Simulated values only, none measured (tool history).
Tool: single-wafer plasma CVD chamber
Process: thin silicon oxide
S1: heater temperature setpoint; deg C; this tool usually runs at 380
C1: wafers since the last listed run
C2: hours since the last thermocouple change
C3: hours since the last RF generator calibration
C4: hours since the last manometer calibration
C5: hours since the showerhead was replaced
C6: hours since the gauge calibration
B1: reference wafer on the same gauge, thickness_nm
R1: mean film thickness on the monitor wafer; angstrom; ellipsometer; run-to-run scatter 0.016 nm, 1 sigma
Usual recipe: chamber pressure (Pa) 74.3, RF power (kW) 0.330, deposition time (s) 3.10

Run 1, day 0.000: usual settings but RF power (kW) 0.370; C1 0; C2 1919.7; C3 749.6; C4 967.0; C5 7962.6; C6 114.0; B1 4.354. Result: R1 40.54 angstrom.
Run 2, day 1.342: usual settings but deposition time (s) 2.94; C1 817; C2 1951.9; C3 781.8; C4 999.2; C5 7994.8; C6 146.2; B1 4.353. Result: R1 37.19 angstrom.
Run 3, day 2.750: usual settings but deposition time (s) 2.94; C1 857; C2 1985.7; C3 815.6; C4 1033.0; C5 8028.6; C6 180.0; B1 4.346. Result: R1 37.18 angstrom.
Run 4, day 3.358: usual settings but deposition time (s) 2.94; C1 370; C2 2000.3; C3 830.2; C4 1047.6; C5 8043.2; C6 194.6; B1 4.340. Result: R1 37.17 angstrom.
Run 5, day 4.138: usual settings but S1 384 deg C; C1 474; C2 2019.0; C3 848.9; C4 1066.3; C5 8061.9; C6 213.3; B1 4.338. Result: R1 38.98 angstrom.
Run 6, day 5.500: usual settings but S1 384 deg C; C1 829; C2 2051.7; C3 881.6; C4 1099.0; C5 8094.6; C6 246.0; B1 4.339. Result: R1 38.94 angstrom.
Run 7, day 6.571: usual settings; C1 652; C2 2077.4; C3 907.3; C4 1124.7; C5 8120.3; C6 271.7; B1 4.325. Result: R1 39.11 angstrom.
Run 8, day 7.229: usual settings; C1 400; C2 2093.2; C3 923.1; C4 1140.5; C5 8136.1; C6 287.5; B1 4.332. Result: R1 39.03 angstrom.
At day 8.688: showerhead replaced.
Run 9, day 8.708: usual settings; C1 697; C2 2128.7; C3 958.6; C4 1176.0; C5 0.5; C6 323.0; B1 4.325. Result: R1 38.91 angstrom.
Run 10, day 10.004: usual settings; C1 789; C2 2159.8; C3 989.7; C4 1207.1; C5 31.6; C6 354.1; B1 4.317. Result: R1 39.15 angstrom.
Run 11, day 11.450: usual settings; C1 880; C2 2194.5; C3 1024.4; C4 1241.8; C5 66.3; C6 388.8; B1 4.306. Result: R1 38.96 angstrom.
Run 12, day 12.671: usual settings but deposition time (s) 2.94; C1 743; C2 2223.8; C3 1053.7; C4 1271.1; C5 95.6; C6 418.1; B1 4.303. Result: R1 36.78 angstrom.
At day 13.446: capacitance manometer re-zeroed and calibrated.
Run 13, day 13.971: usual settings; C1 588; C2 2255.0; C3 1084.9; C4 12.6; C5 126.8; C6 449.3; B1 4.300. Result: R1 38.60 angstrom.
Run 14, day 14.525: usual settings but RF power (kW) 0.360; C1 337; C2 2268.3; C3 1098.2; C4 25.9; C5 140.1; C6 462.6; B1 4.297. Result: R1 39.49 angstrom.
Run 15, day 15.817: usual settings but chamber pressure (Pa) 61.1, RF power (kW) 0.270; C1 786; C2 2299.3; C3 1129.2; C4 56.9; C5 171.1; C6 493.6; B1 4.290. Result: R1 30.08 angstrom.
Run 16, day 16.962: usual settings but deposition time (s) 2.72; C1 697; C2 2326.8; C3 1156.7; C4 84.4; C5 198.6; C6 521.1; B1 4.285. Result: R1 33.71 angstrom.
Run 17, day 17.475: usual settings but chamber pressure (Pa) 59.7; C1 312; C2 2339.1; C3 1169.0; C4 96.7; C5 210.9; C6 533.4; B1 4.283. Result: R1 31.05 angstrom.
At day 18.533: thermocouple changed; heater temperature recalibrated.
Run 18, day 18.554: usual settings but S1 392 deg C, deposition time (s) 3.45; C1 454; C2 0.5; C3 1194.9; C4 122.6; C5 236.8; C6 559.3; B1 4.279. Result: R1 42.47 angstrom.
At day 18.912: RF generator calibrated.
Run 19, day 19.450: usual settings; C1 342; C2 22.0; C3 12.9; C4 144.1; C5 258.3; C6 580.8; B1 4.273. Result: R1 38.54 angstrom.
Run 20, day 20.438: usual settings but RF power (kW) 0.360, deposition time (s) 2.72; C1 601; C2 45.7; C3 36.6; C4 167.8; C5 282.0; C6 604.5; B1 4.276. Result: R1 34.58 angstrom.
Run 21, day 21.300: usual settings but deposition time (s) 3.37; C1 525; C2 66.4; C3 57.3; C4 188.5; C5 302.7; C6 625.2; B1 4.265. Result: R1 41.91 angstrom.
At day 21.454: gauge calibrated.
Run 22, day 24.979: usual settings but chamber pressure (Pa) 85.6, RF power (kW) 0.275, deposition time (s) 3.58; C1 2240; C2 154.7; C3 145.6; C4 276.8; C5 391.0; C6 84.6; B1 4.366. Result: R1 49.40 angstrom.
Run 23, day 25.688: usual settings but chamber pressure (Pa) 90.9, deposition time (s) 2.68; C1 431; C2 171.7; C3 162.6; C4 293.8; C5 408.0; C6 101.6; B1 4.362. Result: R1 41.25 angstrom.
Run 24, day 26.325: usual settings; C1 388; C2 187.0; C3 177.9; C4 309.1; C5 423.3; C6 116.9; B1 4.355. Result: R1 39.23 angstrom.
Run 25, day 27.362: usual settings; C1 631; C2 211.9; C3 202.8; C4 334.0; C5 448.2; C6 141.8; B1 4.358. Result: R1 39.16 angstrom.
Run 26, day 28.125: usual settings but S1 387 deg C, chamber pressure (Pa) 81.9, RF power (kW) 0.360, deposition time (s) 3.57; C1 464; C2 230.2; C3 221.1; C4 352.3; C5 466.5; C6 160.1; B1 4.355. Result: R1 50.56 angstrom.
Run 27, day 29.412: usual settings but RF power (kW) 0.280, deposition time (s) 2.62; C1 784; C2 261.1; C3 252.0; C4 383.2; C5 497.4; C6 191.0; B1 4.341. Result: R1 31.47 angstrom.
Run 28, day 30.762: usual settings but S1 389 deg C, RF power (kW) 0.395, deposition time (s) 3.36; C1 822; C2 293.5; C3 284.4; C4 415.6; C5 529.8; C6 223.4; B1 4.341. Result: R1 44.53 angstrom.

5 options for the next run, each taken on its own from the tool as it stands now. Forecast them:
Run A, day 30.779: usual settings; C1 10; C2 293.9; C3 284.8; C4 416.0; C5 530.2; C6 223.8; B1 ?. Result: R1 ?.
Run B, day 30.779: usual settings but deposition time (s) 2.52; C1 10; C2 293.9; C3 284.8; C4 416.0; C5 530.2; C6 223.8; B1 ?. Result: R1 ?.
Run C, day 30.779: usual settings but deposition time (s) 3.50; C1 10; C2 293.9; C3 284.8; C4 416.0; C5 530.2; C6 223.8; B1 ?. Result: R1 ?.
Run D, day 30.779: usual settings but chamber pressure (Pa) 82.7; C1 10; C2 293.9; C3 284.8; C4 416.0; C5 530.2; C6 223.8; B1 ?. Result: R1 ?.
Run E, day 30.779: usual settings but deposition time (s) 3.35; C1 10; C2 293.9; C3 284.8; C4 416.0; C5 530.2; C6 223.8; B1 ?. Result: R1 ?.

run     B1     R1
  A  4.342  38.95
  B  4.342  31.67
  C  4.342  43.97
  D  4.342  43.28
  E  4.342  42.09
The same runs, with their run-to-run variation unchanged, on a tool lacking any hidden condition would have given:
run     R1
  A  39.32
  B  31.97
  C  44.38
  D  43.68
  E  42.48
